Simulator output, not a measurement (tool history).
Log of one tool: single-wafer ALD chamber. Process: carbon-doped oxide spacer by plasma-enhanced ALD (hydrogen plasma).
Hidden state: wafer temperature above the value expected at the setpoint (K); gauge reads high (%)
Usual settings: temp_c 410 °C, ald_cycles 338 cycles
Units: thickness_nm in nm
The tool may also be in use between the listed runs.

run,hour,temp_c,ald_cycles,wafers since the last listed run,hours since the last thermocouple change,hours since the gauge calibration,"read-back reference wafer on the same gauge, thickness_nm",thickness_nm
1,0.0,410,338,0,1920.9,277.7,16.801,17.557
2,21.3,410,338,17,1942.2,299.0,16.796,17.632
3,57.0,410,338,29,1977.9,334.7,16.805,17.637
4,134.3,410,338,63,2055.2,412.0,16.808,17.634
5,162.5,410,338,23,2083.4,440.2,16.798,17.707
6,175.3,410,338,10,2096.2,453.0,16.798,17.616
7,198.3,410,338,18,2119.2,476.0,16.799,17.654
8,232.9,410,338,28,2153.8,510.6,16.802,17.648
9,268.1,420,312,29,2189.0,545.8,16.811,15.680
10,280.9,410,338,10,2201.8,558.6,16.796,17.611
11,296.8,410,338,13,2217.7,574.5,16.805,17.587
12,312.4,410,338,12,2233.3,590.1,16.806,17.587
13,336.4,410,338,19,2257.3,614.1,16.795,17.595
14,368.2,410,338,26,2289.1,645.9,16.796,17.672
# hour 372.6: gauge calibrated
15,400.1,424,375,26,2321.0,27.5,16.792,18.527
16,496.6,405,293,79,2417.5,124.0,16.809,15.501
17,529.6,400,362,27,2450.5,157.0,16.797,19.432
18,554.6,410,338,20,2475.5,182.0,16.796,17.589
19,581.2,410,338,21,2502.1,208.6,16.787,17.674
20,596.4,395,386,12,2517.3,223.8,16.795,20.718
# hour 619.7: thermocouple changed; heater temperature recalibrated
21,620.2,396,314,13,0.5,247.6,16.806,16.825
22,653.2,419,305,27,33.5,280.6,16.801,15.424
23,680.1,420,393,22,60.4,307.5,16.796,19.705

Forecast run 24:
24,713.3,414,338,27,93.6,340.7,?,?

Run 24 gave read-back reference wafer on the same gauge, thickness_nm 16.812, thickness_nm 17.395 nm.
Without the tool's hidden state the same run would have given thickness_nm 17.395 nm.
